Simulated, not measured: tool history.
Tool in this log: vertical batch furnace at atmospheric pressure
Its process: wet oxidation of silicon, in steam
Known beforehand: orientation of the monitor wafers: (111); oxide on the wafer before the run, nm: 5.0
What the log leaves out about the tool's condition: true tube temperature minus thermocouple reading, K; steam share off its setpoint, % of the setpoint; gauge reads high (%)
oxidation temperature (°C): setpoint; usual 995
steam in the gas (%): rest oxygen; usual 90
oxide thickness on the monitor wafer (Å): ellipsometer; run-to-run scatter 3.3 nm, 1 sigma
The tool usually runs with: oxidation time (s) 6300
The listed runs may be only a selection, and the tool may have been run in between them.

run    hour  oxidation temperature (°C)  oxidation time (s)  steam in the gas (%)  wafers since the last listed run  hours since the last temperature calibration  hours since the steam generator was serviced  hours since the gauge calibration  read-back reference wafer on the same gauge, thickness  oxide thickness on the monitor wafer (Å)
  1       0                         995                4020                    90                                 0                                        1935.9                                         530.5                              404.8                                                   633.7                                      4570
  2    62.6                         995                4020                    90                               509                                        1998.5                                         593.1                              467.4                                                  634.93                                    4562.8
  3   134.6                         995                4020                    90                               585                                        2070.5                                         665.1                              539.4                                                  636.99                                    4597.8
  4   177.1                         995                6300                    90                               345                                          2113                                         707.6                              581.9                                                  637.28                                    5997.6
  5   245.6                         995                6300                    90                               557                                        2181.5                                         776.1                              650.4                                                  638.73                                    6013.6
  6     286                         995                6300                    90                               328                                        2221.9                                         816.5                              690.8                                                  640.18                                    6087.3
  7   367.9                         995                6300                    90                               666                                        2303.8                                         898.4                              772.7                                                  640.49                                    6087.1
  8   455.1                         995                6300                    90                               709                                          2391                                         985.6                              859.9                                                  640.11                                      6146
  9   495.2                         995                6300                    90                               326                                        2431.1                                        1025.7                                900                                                  643.13                                    6110.8
 10   559.8                         995                6300                    90                               525                                        2495.7                                        1090.3                              964.6                                                  642.26                                    6094.2
 11   598.2                         995                6300                    96                               312                                        2534.1                                        1128.7                               1003                                                  642.72                                    6277.2
      642.4  -- gauge calibrated
      674.4  -- thermocouples replaced and temperature profile calibrated
 12   674.9                         995                6300                    90                               428                                           0.5                                        1205.4                               32.5                                                  620.75                                    5883.2
 13   702.2                        1005                8430                    84                               222                                          27.8                                        1232.7                               59.8                                                  623.23                                    7066.6
      760.2  -- steam generator serviced
 14   760.7                         995                6300                    86                               280                                          86.3                                           0.5                              118.3                                                  624.37                                    5783.8
 15   782.9                        1007                6300                    90                               180                                         108.5                                          22.7                              140.5                                                  627.11                                    6299.8
 16   860.4                         995                6300                    97                               630                                           186                                         100.2                                218                                                  630.33                                    6255.1
 17   908.1                         995                4020                    90                               388                                         233.7                                         147.9                              265.7                                                   632.6                                    4528.7
 18   946.8                         995                6300                    90                               314                                         272.4                                         186.6                              304.4                                                  633.38                                    6035.5
 19   991.7                         973                6300                    97                               365                                         317.3                                         231.5                              349.3                                                  636.57                                    5584.6
 20  1029.6                        1008                6300                    90                               308                                         355.2                                         269.4                              387.2                                                  635.95                                    6470.5

Branching from run 20: 4 alternative next runs. What would each branch give?
  A  1034.8                         995                8040                    90                                42                                         360.4                                         274.6                              392.4                                                       ?                                         ?
  B  1034.8                        1014                9390                    83                                42                                         360.4                                         274.6                              392.4                                                       ?                                         ?
  C  1034.8                        1011                7440                    90                                42                                         360.4                                         274.6                              392.4                                                       ?                                         ?
  D  1034.8                        1006                7530                    90                                42                                         360.4                                         274.6                              392.4                                                       ?                                         ?

run  read-back reference wafer on the same gauge, thickness  oxide thickness on the monitor wafer (Å)
  A                                                  636.12                                    6991.4
  B                                                  636.12                                    7956.7
  C                                                  636.12                                    7203.3
  D                                                  636.12                                    7089.9
What these runs would have given with no unlogged condition in the tool:
run  oxide thickness on the monitor wafer (Å)
  A                                    6742.6
  B                                    7673.6
  C                                      6947
  D                                    6837.6

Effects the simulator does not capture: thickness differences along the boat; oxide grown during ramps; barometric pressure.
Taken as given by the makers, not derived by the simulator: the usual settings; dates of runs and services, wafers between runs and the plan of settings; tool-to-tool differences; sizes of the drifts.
